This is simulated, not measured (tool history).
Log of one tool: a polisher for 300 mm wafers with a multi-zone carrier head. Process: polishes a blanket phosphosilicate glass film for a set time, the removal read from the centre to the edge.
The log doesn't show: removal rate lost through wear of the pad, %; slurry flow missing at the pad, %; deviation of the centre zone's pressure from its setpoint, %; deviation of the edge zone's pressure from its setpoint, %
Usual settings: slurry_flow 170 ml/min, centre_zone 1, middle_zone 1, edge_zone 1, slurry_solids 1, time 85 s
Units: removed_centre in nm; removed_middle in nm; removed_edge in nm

run,hour,slurry_flow,centre_zone,middle_zone,edge_zone,slurry_solids,time,wafers since the last listed run,wafers polished on this pad,hours since the slurry nozzle was cleaned,hours since the centre zone pressure was calibrated,hours since the edge zone pressure was calibrated,hours since the carrier head's membrane was replaced,"incoming thickness of the incoming film, nm",removed_centre,removed_middle,removed_edge
1,0,170,1,1,1,1.1,85,0,1163,407.2,840.6,570.8,186.3,4297.5,440.4,465.1,465
# hour 76.9: worn pad replaced by a new one
2,95.7,170,1,1,1,1.1,85,910,186,502.9,936.3,666.5,282,4255.9,450.8,477.7,472.7
# hour 150: slurry nozzle cleaned
3,193.3,170,1.09,1,1,1,85,958,1144,43.3,1033.9,764.1,379.6,4217.3,480.9,472.9,457.4
4,231.1,170,1.09,1,1,1,85,375,1520,81.1,1071.7,801.9,417.4,4356.5,478.7,461.1,444
# hour 277.9: worn pad replaced by a new one
5,290,170,1,1,1,1,85,544,120,140,1130.6,860.8,476.3,4299.4,447.4,479.2,463.6
6,344.9,170,1,1,1,1,85,544,665,194.9,1185.5,915.7,531.2,4321.3,442.8,462.2,465.3
7,407.6,170,1,1,1,1,85,622,1287,257.6,1248.2,978.4,593.9,4272.1,421.9,454.8,446.2
# hour 411.4: centre zone pressure recalibrated
8,485.4,170,1,1,1,1,85,752,2039,335.4,74,1056.2,671.7,4280,414.5,434.6,440.8
# hour 498.1: worn pad replaced by a new one
9,556.2,170,1,1,1,1,85,663,576,406.2,144.8,1127,742.5,4278.5,429.2,448.5,453.5
10,605,170,1,1,0.95,1.3,85,484,1061,455,193.6,1175.8,791.3,4251.8,463.8,491.4,474.9
11,664.8,170,1,1.03,0.96,1,85,593,1654,514.8,253.4,1235.6,851.1,4329.4,417.6,447,435.6
# hour 671.5: carrier head's membrane replaced by a new one
# hour 691.4: slurry nozzle cleaned
# hour 698.6: worn pad replaced by a new one
12,704.3,140,1,1.1,1,1,85,292,56,12.9,292.9,1275.1,32.8,4299.4,449.1,518.9,479.8
# hour 745.7: edge zone pressure recalibrated
13,756.8,170,0.97,1,1,1,101,501,557,65.4,345.4,11.1,85.3,4265,534.7,570.7,564.4
14,810.5,110,1,1,1,1,114,533,1090,119.1,399.1,64.8,139,4289.5,533,564.4,581.3
15,847.5,170,1,1,1,1,85,367,1458,156.1,436.1,101.8,176,4291.8,430.4,460.5,460.1
16,922.7,170,1,1,1,1.1,85,746,2204,231.3,511.3,177,251.2,4249.1,440.3,460.1,456.9
# hour 933.2: worn pad replaced by a new one
17,1000.4,110,1,1,1,1,114,731,667,309,589,254.7,328.9,4360,515.1,545.6,568.5
18,1057,210,1,1,1,0.8,85,561,1228,365.6,645.6,311.3,385.5,4319.4,411.9,437.7,423.9

Measured less the same run without the tool's hidden state. The same run-to-run variation is in both; the gauge's scatter may not be:
run,removed_centre,removed_middle,removed_edge
1,-55.1,-53.3,-43.2
2,-45.3,-42.9,-31.7
3,-34.3,-32.3,-28.2
4,-46.8,-42.9,-37
5,-27.4,-26.2,-18.9
6,-41.4,-39.3,-31.3
7,-54.2,-53.8,-43.1
8,-70.4,-68.4,-58.2
9,-52,-48.6,-37.2
10,-66.2,-63.5,-48.2
11,-70.5,-69.1,-54.5
12,-6.6,-7.2,-5.8
13,-25.3,-25.5,-22.1
14,-54.2,-52.9,-44.8
15,-44.4,-44.9,-39.4
16,-64.7,-64,-56.1
17,-70.6,-65.8,-49.7
18,-43.9,-43.4,-35.5
